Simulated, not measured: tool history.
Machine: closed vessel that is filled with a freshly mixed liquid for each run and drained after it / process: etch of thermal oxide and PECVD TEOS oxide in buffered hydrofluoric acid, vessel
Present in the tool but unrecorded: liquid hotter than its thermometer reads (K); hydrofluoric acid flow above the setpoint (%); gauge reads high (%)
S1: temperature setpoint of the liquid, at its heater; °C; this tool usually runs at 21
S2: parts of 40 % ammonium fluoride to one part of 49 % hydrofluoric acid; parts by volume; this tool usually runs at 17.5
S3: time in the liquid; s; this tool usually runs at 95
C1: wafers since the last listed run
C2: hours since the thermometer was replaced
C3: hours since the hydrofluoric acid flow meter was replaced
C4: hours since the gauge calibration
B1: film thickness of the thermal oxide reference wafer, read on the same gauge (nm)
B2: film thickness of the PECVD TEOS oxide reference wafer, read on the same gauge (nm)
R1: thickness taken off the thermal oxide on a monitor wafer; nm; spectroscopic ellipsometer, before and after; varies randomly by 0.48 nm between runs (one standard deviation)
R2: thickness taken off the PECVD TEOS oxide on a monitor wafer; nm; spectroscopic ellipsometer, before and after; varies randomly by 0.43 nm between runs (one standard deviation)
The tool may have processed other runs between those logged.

run	day	S1	S2	S3	C1	C2	C3	C4	B1	B2	R1	R2
1	0	21	17.5	95	0	70.2	405.4	1993.4	40.01	40.02	54.53	63.93
2	2.571	21	17.5	95	6231	131.9	467.1	2055.1	40.01	39.99	53.62	64.93
3	4.808	21	17.5	95	5423	185.6	520.8	2108.8	39.96	40	54.3	65.51
4	7.275	21	17.5	95	5979	244.8	580	2168	40	39.99	54.43	64.96
5	9.054	18	20	145	4312	287.5	622.7	2210.7	39.99	39.99	62.11	73.48
6	10.783	24.5	20.5	60	4191	329	664.2	2252.2	40.01	40.02	35.89	43.25
7	13.342	17	17.5	115	6201	390.4	725.6	2313.6	40.01	39.97	52.98	64.21
8	14.767	17	19.5	60	3454	424.6	759.8	2347.8	40.02	39.99	24.94	30.14
9	17.088	21	17.5	40	5625	480.3	815.5	2403.5	40	40.01	23.5	27.95
10	19.617	21	17.5	135	6130	541	876.2	2464.2	40.03	40.02	79.12	95.05
11	21.992	21	17.5	95	5757	598	933.2	2521.2	39.99	40	56.35	67.31
12	23.642	21	12.5	95	3999	637.6	972.8	2560.8	40.01	40.01	78.69	92.91
# day 24.308: thermometer replaced
# day 24.442: gauge calibrated
13	26.154	21	17.5	95	5989	44.3	1033.1	41.1	39.97	40	56.54	68.57
# day 26.996: hydrofluoric acid flow meter replaced
14	28.896	21	17.5	95	6544	110.1	45.6	106.9	39.95	40	52.17	62.13
15	31.829	19.5	20	70	7110	180.5	116	177.3	40.01	40.02	31.18	37.77
16	34.708	21	17.5	95	6979	249.6	185.1	246.4	40.01	40	52.83	63.59
17	36.562	21	23	45	4494	294.1	229.6	290.9	40.02	39.99	19.94	23.67
18	37.833	23	23.5	95	3080	324.6	260.1	321.4	39.98	40.01	46	55.28
19	40.704	24.5	17.5	150	6958	393.5	329	390.3	39.96	40	102.75	122.43
20	42.867	21	17.5	95	5241	445.4	380.9	442.2	40	39.99	54.38	64.3
21	45.562	18	17.5	95	6534	510.1	445.6	506.9	40.01	40.01	45.62	53.97
22	46.708	19	24	95	2777	537.6	473.1	534.4	40.01	40	36.68	44.31
# day 48.017: thermometer replaced
23	48.217	21	15	95	3555	4.8	509.3	570.6	39.99	40.02	62.99	75.36
24	50.612	21	17.5	95	5807	62.3	566.8	628.1	40.01	39.99	54.77	65.07
25	53.029	21	23.5	150	5858	120.3	624.8	686.1	40	39.99	66.46	79.69

5 ways to go on from here, each from the tool as it stands after run 25. What would each give?
A	53.058	21	17.5	95	70	121	625.5	686.8	?	?	?	?
B	53.058	23	20.5	130	70	121	625.5	686.8	?	?	?	?
C	53.058	26	17.5	95	70	121	625.5	686.8	?	?	?	?
D	53.058	21	15.5	60	70	121	625.5	686.8	?	?	?	?
E	53.058	17	17.5	65	70	121	625.5	686.8	?	?	?	?

run	B1	B2	R1	R2
A	40.02	40.03	54.75	66.24
B	40.02	40.03	71.6	86.63
C	40.02	40.03	72.02	87.13
D	40.02	40.03	38.96	47.14
E	40.02	40.03	29.89	36.16
Take away the tool's hidden state, keep each run's random variation, and the runs would have read:
run	R1	R2
A	51.42	62.22
B	67.75	81.97
C	67.65	81.85
D	36.6	44.28
E	28.07	33.96
